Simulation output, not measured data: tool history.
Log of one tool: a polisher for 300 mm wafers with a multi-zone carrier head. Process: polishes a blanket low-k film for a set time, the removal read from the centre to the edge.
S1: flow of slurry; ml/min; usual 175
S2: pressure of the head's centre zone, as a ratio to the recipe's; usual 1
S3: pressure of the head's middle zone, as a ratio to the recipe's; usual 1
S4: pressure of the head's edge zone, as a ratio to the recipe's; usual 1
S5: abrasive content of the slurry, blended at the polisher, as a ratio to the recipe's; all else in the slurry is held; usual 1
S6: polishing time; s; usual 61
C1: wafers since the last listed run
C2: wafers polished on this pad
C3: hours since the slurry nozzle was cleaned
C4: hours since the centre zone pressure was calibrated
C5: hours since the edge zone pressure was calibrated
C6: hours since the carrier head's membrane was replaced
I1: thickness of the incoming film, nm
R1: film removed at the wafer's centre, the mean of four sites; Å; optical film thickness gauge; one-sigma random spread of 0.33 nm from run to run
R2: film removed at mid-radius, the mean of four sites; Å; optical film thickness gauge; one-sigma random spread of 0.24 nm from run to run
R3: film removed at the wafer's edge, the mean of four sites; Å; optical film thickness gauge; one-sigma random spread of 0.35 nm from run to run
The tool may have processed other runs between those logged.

| run | hour | S1 | S2 | S3 | S4 | S5 | S6 | C1 | C2 | C3 | C4 | C5 | C6 | I1 | R1 | R2 | R3 |
|---|---|---|---|---|---|---|---|---|---|---|---|---|---|---|---|---|---|
| 1 | 0 | 175 | 1 | 1 | 1 | 1 | 61 | 0 | 1390 | 663.8 | 691.7 | 635.7 | 1028.8 | 532.1 | 264 | 255 | 253 |
|  | 9.1 | worn pad replaced by a new one |
| 2 | 15.8 | 175 | 1 | 1 | 1 | 1 | 61 | 140 | 79 | 679.6 | 707.5 | 651.5 | 1044.6 | 542.6 | 279 | 270 | 278 |
| 3 | 30.9 | 175 | 1 | 1 | 1 | 1 | 61 | 179 | 259 | 694.7 | 722.6 | 666.6 | 1059.7 | 538.4 | 265 | 263 | 272 |
| 4 | 51.5 | 175 | 1.03 | 1 | 1 | 1 | 61 | 245 | 504 | 715.3 | 743.2 | 687.2 | 1080.3 | 543.1 | 267 | 258 | 263 |
| 5 | 64.1 | 175 | 1 | 1 | 1 | 1 | 61 | 149 | 654 | 727.9 | 755.8 | 699.8 | 1092.9 | 542.2 | 261 | 254 | 256 |
| 6 | 78.1 | 175 | 1 | 1 | 1 | 1 | 61 | 166 | 821 | 741.9 | 769.8 | 713.8 | 1106.9 | 543.5 | 257 | 252 | 253 |
| 7 | 92.7 | 175 | 1 | 1 | 1 | 1 | 61 | 173 | 995 | 756.5 | 784.4 | 728.4 | 1121.5 | 540.3 | 261 | 252 | 258 |
| 8 | 102 | 175 | 1 | 1 | 1 | 1 | 61 | 110 | 1105 | 765.8 | 793.7 | 737.7 | 1130.8 | 532.1 | 253 | 247 | 253 |
|  | 105.9 | slurry nozzle cleaned |
|  | 114.6 | carrier head's membrane replaced by a new one |
| 9 | 115.1 | 175 | 1 | 1 | 1 | 1 | 61 | 84 | 1190 | 9.2 | 806.8 | 750.8 | 0.5 | 538.5 | 252 | 254 | 261 |
| 10 | 120.3 | 145 | 1 | 1.12 | 1 | 1 | 61 | 61 | 1252 | 14.4 | 812 | 756 | 5.7 | 535.6 | 256 | 272 | 253 |
|  | 127.2 | worn pad replaced by a new one |
| 11 | 127.7 | 175 | 1 | 1 | 1 | 1 | 61 | 40 | 6 | 21.8 | 819.4 | 763.4 | 13.1 | 531.6 | 286 | 274 | 277 |
| 12 | 143.7 | 175 | 1.09 | 1.09 | 1 | 1.1 | 79 | 190 | 196 | 37.8 | 835.4 | 779.4 | 29.1 | 540.8 | 403 | 394 | 368 |
| 13 | 152.8 | 235 | 1 | 0.95 | 1 | 1 | 48 | 108 | 304 | 46.9 | 844.5 | 788.5 | 38.2 | 543.3 | 216 | 204 | 215 |
| 14 | 160.1 | 175 | 1 | 1 | 1 | 1.2 | 74 | 86 | 391 | 54.2 | 851.8 | 795.8 | 45.5 | 542.5 | 360 | 345 | 348 |
| 15 | 167.5 | 205 | 1 | 1 | 1 | 0.85 | 51 | 88 | 479 | 61.6 | 859.2 | 803.2 | 52.9 | 539.8 | 204 | 199 | 200 |
| 16 | 183.9 | 205 | 1 | 1 | 1 | 0.85 | 51 | 195 | 675 | 78 | 875.6 | 819.6 | 69.3 | 543.4 | 199 | 197 | 198 |
|  | 193.3 | edge zone pressure recalibrated |
| 17 | 193.8 | 175 | 1 | 0.89 | 0.89 | 1 | 61 | 94 | 769 | 87.9 | 885.5 | 0.5 | 79.2 | 551 | 262 | 233 | 247 |
|  | 206.8 | centre zone pressure recalibrated |
| 18 | 208.6 | 175 | 1 | 1 | 1 | 1 | 43 | 152 | 921 | 102.7 | 1.8 | 15.3 | 94 | 544.6 | 185 | 178 | 184 |
|  | 234.5 | worn pad replaced by a new one |
| 19 | 245.1 | 175 | 1 | 1 | 1.1 | 1 | 69 | 386 | 126 | 139.2 | 38.3 | 51.8 | 130.5 | 532.8 | 310 | 304 | 333 |
| 20 | 255.9 | 175 | 1 | 1 | 1 | 1 | 61 | 128 | 254 | 150 | 49.1 | 62.6 | 141.3 | 540.9 | 267 | 261 | 268 |
| 21 | 270.5 | 175 | 1 | 1 | 1 | 1 | 61 | 173 | 428 | 164.6 | 63.7 | 77.2 | 155.9 | 533.2 | 264 | 257 | 262 |
| 22 | 286.9 | 155 | 1 | 1 | 1 | 0.9 | 61 | 195 | 623 | 181 | 80.1 | 93.6 | 172.3 | 546.4 | 243 | 235 | 235 |
| 23 | 294.9 | 175 | 1 | 1 | 1 | 1 | 61 | 95 | 718 | 189 | 88.1 | 101.6 | 180.3 | 541.6 | 265 | 259 | 262 |

Below are 3 alternative next runs, each starting from the tool's condition after run 23. Predict each:
| A | 295.3 | 175 | 1 | 1 | 1 | 1 | 61 | 4 | 723 | 189.4 | 88.5 | 102 | 180.7 | 545.9 | ? | ? | ? |
| B | 295.3 | 160 | 1 | 1 | 1.11 | 1 | 76 | 4 | 723 | 189.4 | 88.5 | 102 | 180.7 | 545.9 | ? | ? | ? |
| C | 295.3 | 175 | 1 | 1.11 | 1 | 1 | 61 | 4 | 723 | 189.4 | 88.5 | 102 | 180.7 | 545.9 | ? | ? | ? |

| run | R1 | R2 | R3 |
|---|---|---|---|
| A | 262 | 255 | 260 |
| B | 324 | 315 | 338 |
| C | 263 | 279 | 259 |
With no hidden state in the tool, these same runs would have given:
| run | R1 | R2 | R3 |
|---|---|---|---|
| A | 282 | 274 | 279 |
| B | 348 | 339 | 364 |
| C | 283 | 300 | 279 |

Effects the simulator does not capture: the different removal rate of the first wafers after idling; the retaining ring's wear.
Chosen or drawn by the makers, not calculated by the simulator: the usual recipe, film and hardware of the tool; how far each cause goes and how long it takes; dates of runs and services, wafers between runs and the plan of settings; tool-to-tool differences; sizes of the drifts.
